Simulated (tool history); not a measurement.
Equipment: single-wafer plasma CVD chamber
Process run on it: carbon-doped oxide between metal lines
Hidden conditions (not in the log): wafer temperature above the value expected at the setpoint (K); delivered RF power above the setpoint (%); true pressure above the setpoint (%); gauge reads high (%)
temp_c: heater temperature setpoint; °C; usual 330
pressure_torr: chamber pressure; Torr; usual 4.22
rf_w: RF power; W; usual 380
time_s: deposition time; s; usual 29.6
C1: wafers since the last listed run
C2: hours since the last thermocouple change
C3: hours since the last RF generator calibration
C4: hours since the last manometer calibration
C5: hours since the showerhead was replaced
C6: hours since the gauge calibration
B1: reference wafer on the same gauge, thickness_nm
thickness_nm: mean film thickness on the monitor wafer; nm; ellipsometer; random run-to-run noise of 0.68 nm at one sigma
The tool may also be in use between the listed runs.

{"run": 1, "hour": 0.0, "temp_c": 330, "pressure_torr": 4.22, "rf_w": 380, "time_s": 33.6, "C1": 0, "C2": 178, "C3": 442.5, "C4": 994, "C5": 5811.8, "C6": 2771.7, "B1": 114.033, "thickness_nm": 139.93}
{"run": 2, "hour": 64.8, "temp_c": 330, "pressure_torr": 4.22, "rf_w": 380, "time_s": 33.6, "C1": 1970, "C2": 242.8, "C3": 507.3, "C4": 1058.8, "C5": 5876.6, "C6": 2836.5, "B1": 114.162, "thickness_nm": 140.945}
{"run": 3, "hour": 170.4, "temp_c": 330, "pressure_torr": 4.22, "rf_w": 380, "time_s": 33.6, "C1": 3210, "C2": 348.4, "C3": 612.9, "C4": 1164.4, "C5": 5982.2, "C6": 2942.1, "B1": 113.959, "thickness_nm": 139.272}
{"run": 4, "hour": 264.2, "temp_c": 330, "pressure_torr": 4.22, "rf_w": 415, "time_s": 29.6, "C1": 2852, "C2": 442.2, "C3": 706.7, "C4": 1258.2, "C5": 6076, "C6": 3035.9, "B1": 114.027, "thickness_nm": 131.764}
{"run": 5, "hour": 357.1, "temp_c": 330, "pressure_torr": 4.22, "rf_w": 415, "time_s": 29.6, "C1": 2824, "C2": 535.1, "C3": 799.6, "C4": 1351.1, "C5": 6168.9, "C6": 3128.8, "B1": 113.811, "thickness_nm": 129.686}
{"run": 6, "hour": 393.4, "temp_c": 330, "pressure_torr": 4.22, "rf_w": 380, "time_s": 29.6, "C1": 1103, "C2": 571.4, "C3": 835.9, "C4": 1387.4, "C5": 6205.2, "C6": 3165.1, "B1": 114.015, "thickness_nm": 122.631}
{"run": 7, "hour": 586.9, "temp_c": 317, "pressure_torr": 3.93, "rf_w": 380, "time_s": 25.6, "C1": 5883, "C2": 764.9, "C3": 1029.4, "C4": 1580.9, "C5": 6398.7, "C6": 3358.6, "B1": 114.09, "thickness_nm": 109.133}
{"run": 8, "hour": 665.3, "temp_c": 317, "pressure_torr": 3.76, "rf_w": 340, "time_s": 29.6, "C1": 2383, "C2": 843.3, "C3": 1107.8, "C4": 1659.3, "C5": 6477.1, "C6": 3437, "B1": 114.208, "thickness_nm": 117.122}
{"hour": 864.9, "done": "RF generator calibrated"}
{"run": 9, "hour": 867.7, "temp_c": 340, "pressure_torr": 4.22, "rf_w": 325, "time_s": 31.1, "C1": 5911, "C2": 1045.7, "C3": 2.8, "C4": 1861.7, "C5": 6679.5, "C6": 3639.4, "B1": 113.826, "thickness_nm": 113.651}
{"run": 10, "hour": 910.0, "temp_c": 330, "pressure_torr": 4.22, "rf_w": 415, "time_s": 29.6, "C1": 1286, "C2": 1088, "C3": 45.1, "C4": 1904, "C5": 6721.8, "C6": 3681.7, "B1": 113.991, "thickness_nm": 129.958}
{"run": 11, "hour": 1007.9, "temp_c": 320, "pressure_torr": 4.97, "rf_w": 345, "time_s": 29.6, "C1": 2976, "C2": 1185.9, "C3": 143, "C4": 2001.9, "C5": 6819.7, "C6": 3779.6, "B1": 113.938, "thickness_nm": 120.719}
{"run": 12, "hour": 1093.4, "temp_c": 322, "pressure_torr": 3.58, "rf_w": 380, "time_s": 24.3, "C1": 2599, "C2": 1271.4, "C3": 228.5, "C4": 2087.4, "C5": 6905.2, "C6": 3865.1, "B1": 113.921, "thickness_nm": 102.63}
{"hour": 1134.1, "done": "showerhead replaced"}
{"run": 13, "hour": 1172.6, "temp_c": 330, "pressure_torr": 4.22, "rf_w": 380, "time_s": 29.6, "C1": 2164, "C2": 1350.6, "C3": 307.7, "C4": 2166.6, "C5": 38.5, "C6": 3944.3, "B1": 114.049, "thickness_nm": 121.866}
{"run": 14, "hour": 1230.9, "temp_c": 330, "pressure_torr": 4.22, "rf_w": 435, "time_s": 29.6, "C1": 1772, "C2": 1408.9, "C3": 366, "C4": 2224.9, "C5": 96.8, "C6": 4002.6, "B1": 113.832, "thickness_nm": 134.032}
{"run": 15, "hour": 1318.7, "temp_c": 330, "pressure_torr": 4.22, "rf_w": 380, "time_s": 29.6, "C1": 2669, "C2": 1496.7, "C3": 453.8, "C4": 2312.7, "C5": 184.6, "C6": 4090.4, "B1": 114.04, "thickness_nm": 122.606}
{"run": 16, "hour": 1356.5, "temp_c": 330, "pressure_torr": 4.22, "rf_w": 380, "time_s": 34.4, "C1": 1149, "C2": 1534.5, "C3": 491.6, "C4": 2350.5, "C5": 222.4, "C6": 4128.2, "B1": 114.187, "thickness_nm": 142.194}
{"run": 17, "hour": 1430.1, "temp_c": 330, "pressure_torr": 4.22, "rf_w": 380, "time_s": 29.6, "C1": 2237, "C2": 1608.1, "C3": 565.2, "C4": 2424.1, "C5": 296, "C6": 4201.8, "B1": 113.901, "thickness_nm": 121.768}
{"hour": 1453.6, "done": "gauge calibrated"}
{"hour": 1479.2, "done": "capacitance manometer re-zeroed and calibrated"}
{"run": 18, "hour": 1514.7, "temp_c": 343, "pressure_torr": 5.28, "rf_w": 310, "time_s": 33.6, "C1": 2329, "C2": 1692.7, "C3": 649.8, "C4": 35.5, "C5": 380.6, "C6": 61.1, "B1": 113.912, "thickness_nm": 119.207}
{"hour": 1581.8, "done": "thermocouple changed; heater temperature recalibrated"}
{"run": 19, "hour": 1582.3, "temp_c": 330, "pressure_torr": 4.22, "rf_w": 380, "time_s": 29.6, "C1": 1812, "C2": 0.5, "C3": 717.4, "C4": 103.1, "C5": 448.2, "C6": 128.7, "B1": 113.95, "thickness_nm": 121.168}
{"run": 20, "hour": 1681.5, "temp_c": 330, "pressure_torr": 3.92, "rf_w": 330, "time_s": 29.6, "C1": 3016, "C2": 99.7, "C3": 816.6, "C4": 202.3, "C5": 547.4, "C6": 227.9, "B1": 113.904, "thickness_nm": 110.054}
{"run": 21, "hour": 1767.7, "temp_c": 330, "pressure_torr": 4.22, "rf_w": 380, "time_s": 25.5, "C1": 2621, "C2": 185.9, "C3": 902.8, "C4": 288.5, "C5": 633.6, "C6": 314.1, "B1": 113.881, "thickness_nm": 105.017}
{"run": 22, "hour": 1988.0, "temp_c": 343, "pressure_torr": 4.59, "rf_w": 380, "time_s": 32.4, "C1": 6698, "C2": 406.2, "C3": 1123.1, "C4": 508.8, "C5": 853.9, "C6": 534.4, "B1": 113.928, "thickness_nm": 129.002}
{"run": 23, "hour": 2089.4, "temp_c": 323, "pressure_torr": 4.22, "rf_w": 310, "time_s": 29.6, "C1": 3083, "C2": 507.6, "C3": 1224.5, "C4": 610.2, "C5": 955.3, "C6": 635.8, "B1": 113.919, "thickness_nm": 107.49}
{"run": 24, "hour": 2131.1, "temp_c": 316, "pressure_torr": 4.22, "rf_w": 415, "time_s": 33, "C1": 1267, "C2": 549.3, "C3": 1266.2, "C4": 651.9, "C5": 997, "C6": 677.5, "B1": 113.916, "thickness_nm": 148.558}
{"run": 25, "hour": 2191.3, "temp_c": 330, "pressure_torr": 4.22, "rf_w": 380, "time_s": 29.6, "C1": 1830, "C2": 609.5, "C3": 1326.4, "C4": 712.1, "C5": 1057.2, "C6": 737.7, "B1": 114.186, "thickness_nm": 120.542}
{"hour": 2199.8, "done": "RF generator calibrated"}
{"run": 26, "hour": 2277.0, "temp_c": 330, "pressure_torr": 4.22, "rf_w": 400, "time_s": 28.1, "C1": 2362, "C2": 695.2, "C3": 77.2, "C4": 797.8, "C5": 1142.9, "C6": 823.4, "B1": 113.866, "thickness_nm": 122.072}
{"run": 27, "hour": 2321.4, "temp_c": 330, "pressure_torr": 4.65, "rf_w": 380, "time_s": 29.6, "C1": 1350, "C2": 739.6, "C3": 121.6, "C4": 842.2, "C5": 1187.3, "C6": 867.8, "B1": 114.146, "thickness_nm": 125.508}
{"run": 28, "hour": 2392.7, "temp_c": 317, "pressure_torr": 3.5, "rf_w": 380, "time_s": 29.6, "C1": 2168, "C2": 810.9, "C3": 192.9, "C4": 913.5, "C5": 1258.6, "C6": 939.1, "B1": 114.046, "thickness_nm": 128.8}
{"run": 29, "hour": 2460.6, "temp_c": 330, "pressure_torr": 4.22, "rf_w": 380, "time_s": 29.6, "C1": 2064, "C2": 878.8, "C3": 260.8, "C4": 981.4, "C5": 1326.5, "C6": 1007, "B1": 114.223, "thickness_nm": 123.309}

Forecast each of these 3 alternatives for the next run:
{"run": "A", "hour": 2461.0, "temp_c": 330, "pressure_torr": 4.22, "rf_w": 380, "time_s": 29.6, "C1": 12, "C2": 879.2, "C3": 261.2, "C4": 981.8, "C5": 1326.9, "C6": 1007.4, "B1": "?", "thickness_nm": "?"}
{"run": "B", "hour": 2461.0, "temp_c": 323, "pressure_torr": 3.32, "rf_w": 455, "time_s": 32.4, "C1": 12, "C2": 879.2, "C3": 261.2, "C4": 981.8, "C5": 1326.9, "C6": 1007.4, "B1": "?", "thickness_nm": "?"}
{"run": "C", "hour": 2461.0, "temp_c": 330, "pressure_torr": 4.22, "rf_w": 405, "time_s": 29.6, "C1": 12, "C2": 879.2, "C3": 261.2, "C4": 981.8, "C5": 1326.9, "C6": 1007.4, "B1": "?", "thickness_nm": "?"}

run=A B1=113.819 thickness_nm=124.218
run=B B1=113.819 thickness_nm=153.666
run=C B1=113.819 thickness_nm=129.61
Stripped of hidden state, with their random variation kept, the same runs would have yielded:
run=A thickness_nm=124.746
run=B thickness_nm=154.294
run=C thickness_nm=130.14
